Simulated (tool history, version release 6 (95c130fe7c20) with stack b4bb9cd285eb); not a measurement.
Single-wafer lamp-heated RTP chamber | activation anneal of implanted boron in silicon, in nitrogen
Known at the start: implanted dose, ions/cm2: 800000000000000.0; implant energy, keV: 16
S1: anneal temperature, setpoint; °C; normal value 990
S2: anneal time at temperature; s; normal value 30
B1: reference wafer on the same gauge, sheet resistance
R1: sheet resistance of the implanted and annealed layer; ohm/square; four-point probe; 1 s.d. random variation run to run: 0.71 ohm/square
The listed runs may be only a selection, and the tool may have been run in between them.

Run 1, day 0.000: usual settings; B1 127.97. Result: R1 151.25 ohm/square.
Run 2, day 1.171: usual settings; B1 127.92. Result: R1 150.38 ohm/square.
Run 3, day 3.579: usual settings but S1 981 °C, S2 20 s; B1 128.00. Result: R1 156.73 ohm/square.
Run 4, day 5.958: usual settings but S1 981 °C, S2 20 s; B1 128.11. Result: R1 159.09 ohm/square.
Run 5, day 8.012: usual settings but S1 981 °C, S2 20 s; B1 128.17. Result: R1 158.40 ohm/square.
Run 6, day 10.767: usual settings but S1 971 °C, S2 37 s; B1 128.06. Result: R1 160.64 ohm/square.
Run 7, day 13.258: usual settings but S1 971 °C, S2 37 s; B1 127.83. Result: R1 161.85 ohm/square.
Run 8, day 15.388: usual settings but S1 973 °C, S2 13 s; B1 128.15. Result: R1 169.26 ohm/square.
Run 9, day 16.725: usual settings but S2 16 s; B1 128.06. Result: R1 154.69 ohm/square.
Run 10, day 17.779: usual settings but S1 1008 °C, S2 40 s; B1 127.95. Result: R1 146.45 ohm/square.
Run 11, day 19.058: usual settings but S1 967 °C, S2 22 s; B1 127.99. Result: R1 170.44 ohm/square.
Run 12, day 21.154: usual settings; B1 127.96. Result: R1 152.52 ohm/square.
Run 13, day 23.979: usual settings but S1 968 °C, S2 41 s; B1 128.06. Result: R1 162.45 ohm/square.
Run 14, day 25.321: usual settings but S1 1017 °C, S2 22 s; B1 127.94. Result: R1 146.38 ohm/square.

Taken out of this log: 6 entries between the listed runs. Where each belongs, and how the hidden state differs across it:
Between runs 3 and 4: reflector plate cleaned (day 4.150); pyrometer window cleaned and pyrometer calibrated (day 4.342)
  both runs share identical hidden conditions
Between runs 6 and 7: reflector plate cleaned (day 11.796)
  both runs share identical hidden conditions
Between runs 7 and 8: gauge calibrated (day 13.833)
  both runs share identical hidden conditions
Between runs 9 and 10: pyrometer window cleaned and pyrometer calibrated (day 17.438)
  both runs share identical hidden conditions
Between runs 11 and 12: reflector plate cleaned (day 21.004)
  both runs share identical hidden conditions
